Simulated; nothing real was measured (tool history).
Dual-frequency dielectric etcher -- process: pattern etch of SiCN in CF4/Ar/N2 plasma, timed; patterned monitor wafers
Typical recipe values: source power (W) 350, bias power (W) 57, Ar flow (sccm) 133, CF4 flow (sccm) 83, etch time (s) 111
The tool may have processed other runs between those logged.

run     day  source power (W)  bias power (W)  Ar flow (sccm)  CF4 flow (sccm)  etch time (s)  read-back reference wafer on the same gauge, depth_nm  mean etch depth across the wafer (nm)
  1       0               350              57             156               83           97.5                                                   72.1                                   57.8
  2   4.267               350              57             160               83            111                                                   72.1                                   64.7
  3   8.217               370              57             118               73            111                                                   72.1                                   72.8
  4  12.025               280              57             157               70            111                                                     72                                   48.6
     16.729  -- wet clean of the chamber
  5  22.875               350              57             133               83            111                                                   72.1                                   68.3
     23.171  -- bias power generator calibrated
  6  24.538               350              57             133               83            111                                                   71.9                                   65.9
  7  27.604               350              68             113               75          143.5                                                     72                                   96.6
  8  32.096               350              57             147               83            111                                                     72                                   65.9
     32.517  -- gauge calibrated
  9    34.3               310              57             133               83            111                                                   71.8                                   58.7
     36.292  -- source power generator calibrated
 10  37.754               350              51             116               98          120.5                                                     72                                     74
     40.942  -- CF4 flow controller replaced
     41.975  -- wet clean of the chamber
 11  41.996               410              57             133               94            111                                                   71.9                                   80.9
 12  44.325               350              57             133               83           86.5                                                   71.9                                   53.1
 13  47.371               350              52             133               67            111                                                     72                                     59
 14  51.871               350              57             133               83            128                                                     72                                   77.2
 15   54.45               400              45             133               83          144.5                                                   71.9                                   88.1
 16  57.992               350              57             133               83            111                                                     72                                   67.3
 17  60.804               350              68             133               83             79                                                     72                                     53
 18  62.908               350              65             133               83            111                                                     72                                   72.1
 19  66.638               370              57             118               73            111                                                   71.9                                   71.6
 20  68.296               350              46             133               83            111                                                   72.1                                   59.5
     69.421  -- wet clean of the chamber
 21  72.104               410              70             143               83            131                                                     72                                  100.9

Below are 4 alternative next runs, each starting from the tool's condition after run 21. Predict each:
  A  72.121               350              57             133               95            111                                                      ?                                      ?
  B  72.121               350              46             133               83          129.5                                                      ?                                      ?
  C  72.121               350              67             133               83            111                                                      ?                                      ?
  D  72.121               350              69             133               68            111                                                      ?                                      ?

run  read-back reference wafer on the same gauge, depth_nm  mean etch depth across the wafer (nm)
  A                                                   72.2                                   69.9
  B                                                   72.2                                     70
  C                                                   72.2                                   73.7
  D                                                   72.2                                   71.1
With the hidden condition removed and each run's random variation left untouched, the same runs would have given:
run  mean etch depth across the wafer (nm)
  A                                   69.3
  B                                   69.5
  C                                     73
  D                                   70.4
